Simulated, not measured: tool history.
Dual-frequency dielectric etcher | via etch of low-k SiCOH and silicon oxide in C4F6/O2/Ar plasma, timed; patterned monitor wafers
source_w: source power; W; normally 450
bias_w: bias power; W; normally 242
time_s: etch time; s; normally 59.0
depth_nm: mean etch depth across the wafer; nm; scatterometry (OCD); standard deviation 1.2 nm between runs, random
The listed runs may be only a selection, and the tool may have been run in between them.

run    hour  source_w  bias_w  time_s  read-back reference wafer on the same gauge, depth_nm  depth_nm
  1     0.0       450     242    59.0                                                  216.6     173.7
  2    66.0       390     228    59.0                                                  217.3     159.4
      101.1  -- wet clean of the chamber
  3   109.3       450     242    59.0                                                  217.4     182.7
  4   211.1       450     242    59.0                                                  216.7     181.9
  5   293.5       450     242    63.5                                                  216.8     192.4
  6   390.0       450     242    63.5                                                  216.9     188.9
  7   441.4       530     226    74.5                                                  217.7     234.4
  8   515.7       450     242    59.0                                                  217.3     178.6
      585.6  -- bias power generator calibrated
  9   609.6       450     182    73.5                                                  216.3     192.6
 10   672.8       540     266    50.5                                                  216.8     167.6
 11   718.2       450     242    59.0                                                  217.2     173.6
      761.2  -- wet clean of the chamber
 12   816.7       450     285    59.0                                                  217.0     190.1
 13   879.2       380     294    53.5                                                  216.6     164.3
      918.5  -- upper electrode replaced
 14   919.0       530     242    59.0                                                  216.8     187.6
 15  1039.4       450     242    70.5                                                  217.3     207.2
 16  1117.1       450     225    43.5                                                  216.6     123.3
     1123.0  -- gauge calibrated
 17  1174.4       480     266    73.5                                                  217.5     227.5
     1277.8  -- source power generator calibrated
 18  1278.5       450     226    59.0                                                  217.2     166.0
 19  1373.2       450     242    59.0                                                  217.4     171.3
 20  1417.6       450     242    59.0                                                  217.3     167.8
     1452.5  -- wet clean of the chamber
 21  1500.9       370     217    59.0                                                  217.0     158.6
 22  1554.7       370     242    59.0                                                  216.9     165.1
 23  1631.3       530     197    50.5                                                  217.1     148.6
 24  1722.7       450     242    59.0                                                  217.0     178.2
 25  1826.4       450     242    59.0                                                  217.4     176.2
 26  1889.1       450     242    46.0                                                  216.9     137.0
 27  1974.4       530     226    74.5                                                  216.8     224.7
     2083.2  -- wet clean of the chamber
 28  2083.7       530     289    46.0                                                  217.0     161.6

Same runs, no hidden state in the tool, same run-to-run variation:
The tool's hidden condition here consists of: etch rate over this chamber's usual, %; source power that arrives over what is set, %; bias power that arrives over what is set, %; gauge reads high (%).
run  depth_nm
  1     180.9
  2     166.9
  3     182.0
  4     182.6
  5     194.4
  6     192.4
  7     239.6
  8     183.7
  9     199.7
 10     174.6
 11     181.5
 12     194.1
 13     168.5
 14     193.1
 15     215.3
 16     129.0
 17     239.2
 18     176.0
 19     183.0
 20     180.0
 21     159.8
 22     167.0
 23     151.3
 24     182.8
 25     182.2
 26     142.4
 27     235.2
 28     162.6
